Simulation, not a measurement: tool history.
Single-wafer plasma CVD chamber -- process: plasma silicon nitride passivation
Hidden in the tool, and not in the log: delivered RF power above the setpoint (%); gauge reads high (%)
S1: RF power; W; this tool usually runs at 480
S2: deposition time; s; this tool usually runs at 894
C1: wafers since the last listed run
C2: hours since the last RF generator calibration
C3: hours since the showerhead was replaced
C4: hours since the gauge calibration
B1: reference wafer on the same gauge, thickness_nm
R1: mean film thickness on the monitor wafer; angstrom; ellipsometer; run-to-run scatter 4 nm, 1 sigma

run    hour   S1    S2   C1      C2      C3      C4        B1        R1
  1     0.0  480   894    0   768.9  5514.9   512.8   999.648  11633.35
  2    72.4  480   894  206   841.3  5587.3   585.2  1001.094  11619.10
  3   165.3  480   894  264   934.2  5680.2   678.1  1000.250  11584.94
  4   272.0  505   894  303  1040.9  5786.9   784.8  1000.641  11812.84
  5   341.3  505   894  197  1110.2  5856.2   854.1  1000.067  11765.09
  6   391.7  505   894  143  1160.6  5906.6   904.5  1000.078  11769.35
  7   427.8  480   894  102  1196.7  5942.7   940.6   999.174  11575.40
  8   499.0  480   894  202  1267.9  6013.9  1011.8  1001.259  11611.27
  9   600.5  460   937  288  1369.4  6115.4  1113.3  1000.298  12001.59
 10   700.3  460   937  284  1469.2  6215.2  1213.1   999.944  11968.34
 11   806.2  480   894  301  1575.1  6321.1  1319.0  1001.143  11533.23
 12   900.0  480   894  267  1668.9  6414.9  1412.8   999.321  11410.60
 13   999.5  480   894  283  1768.4  6514.4  1512.3   999.887  11433.12
     1042.8  -- RF generator calibrated
 14  1066.6  480   894  168    23.8  6581.5  1579.4  1001.385  11726.29
 15  1156.2  480   894  255   113.4  6671.1  1669.0   999.784  11731.27
 16  1260.5  480   894  296   217.7  6775.4  1773.3   999.402  11732.63
 17  1349.7  480   894  253   306.9  6864.6  1862.5  1000.170  11687.63
 18  1434.0  480   937  240   391.2  6948.9  1946.8  1001.503  12304.53
     1598.8  -- showerhead replaced
 19  1700.2  480   894  735   657.4   101.4  2213.0   999.903  11646.73
 20  1807.2  480   894  304   764.4   208.4  2320.0  1001.102  11697.50
 21  1900.0  480   894  264   857.2   301.2  2412.8   999.921  11613.29
 22  1950.2  480   894  142   907.4   351.4  2463.0  1001.707  11686.05
     1975.6  -- gauge calibrated
 23  1989.9  440   758  113   947.1   391.1    14.3   999.960   9623.12
 24  2096.9  480   894  304  1054.1   498.1   121.3   999.520  11530.04
 25  2175.5  525  1048  223  1132.7   576.7   199.9   999.002  13917.98
 26  2261.4  480   894  244  1218.6   662.6   285.8   998.166  11576.26
 27  2360.4  480   894  281  1317.6   761.6   384.8   999.581  11534.70
 28  2422.9  480   894  177  1380.1   824.1   447.3   999.844  11502.27
 29  2516.8  420   769  267  1474.0   918.0   541.2   999.816   9571.96
 30  2615.2  565   825  280  1572.4  1016.4   639.6  1000.795  11079.99
 31  2699.0  480   761  238  1656.2  1100.2   723.4   999.619   9749.39
 32  2743.0  480   894  125  1700.2  1144.2   767.4  1000.526  11470.68
     2751.8  -- RF generator calibrated
 33  2786.2  510  1061  100    34.4  1187.4   810.6  1000.292  13972.01
 34  2859.6  420   993  208   107.8  1260.8   884.0   999.671  12514.16
 35  2929.9  385  1002  200   178.1  1331.1   954.3  1000.520  12324.85
 36  2980.1  435   733  142   228.3  1381.3  1004.5  1000.541   9319.80
 37  3016.6  480   894  103   264.8  1417.8  1041.0   999.598  11687.13
 38  3090.1  480   894  209   338.3  1491.3  1114.5   999.822  11709.99
 39  3139.9  445   741  141   388.1  1541.1  1164.3  1000.537   9411.61
 40  3180.0  550   789  114   428.2  1581.2  1204.4   999.727  10748.67
 41  3229.1  415   894  139   477.3  1630.3  1253.5  1000.483  11199.97
 42  3319.1  480   781  256   567.3  1720.3  1343.5  1000.792  10184.06
 43  3357.3  510  1003  108   605.5  1758.5  1381.7   998.725  13380.39

For each run, the measured value with the value that run would have given without the tool's hidden condition subtracted. The run-to-run variation is shared by both, the gauge scatter possibly not:
run       R1
  1   -82.71
  2   -91.97
  3  -104.96
  4  -124.40
  5  -136.20
  6  -145.73
  7  -150.30
  8  -165.21
  9  -193.71
 10  -217.59
 11  -236.71
 12  -259.68
 13  -289.19
 14   -24.41
 15   -25.40
 16   -28.14
 17   -31.73
 18   -38.32
 19   -58.40
 20   -70.84
 21   -82.36
 22   -90.03
 23   -79.05
 24  -111.87
 25  -151.78
 26  -142.68
 27  -162.68
 28  -176.04
 29  -164.91
 30  -214.92
 31  -208.37
 32  -257.61
 33   -64.15
 34   -58.35
 35   -59.15
 36   -46.03
 37   -59.15
 38   -62.83
 39   -52.82
 40   -62.74
 41   -68.79
 42   -69.14
 43   -94.97

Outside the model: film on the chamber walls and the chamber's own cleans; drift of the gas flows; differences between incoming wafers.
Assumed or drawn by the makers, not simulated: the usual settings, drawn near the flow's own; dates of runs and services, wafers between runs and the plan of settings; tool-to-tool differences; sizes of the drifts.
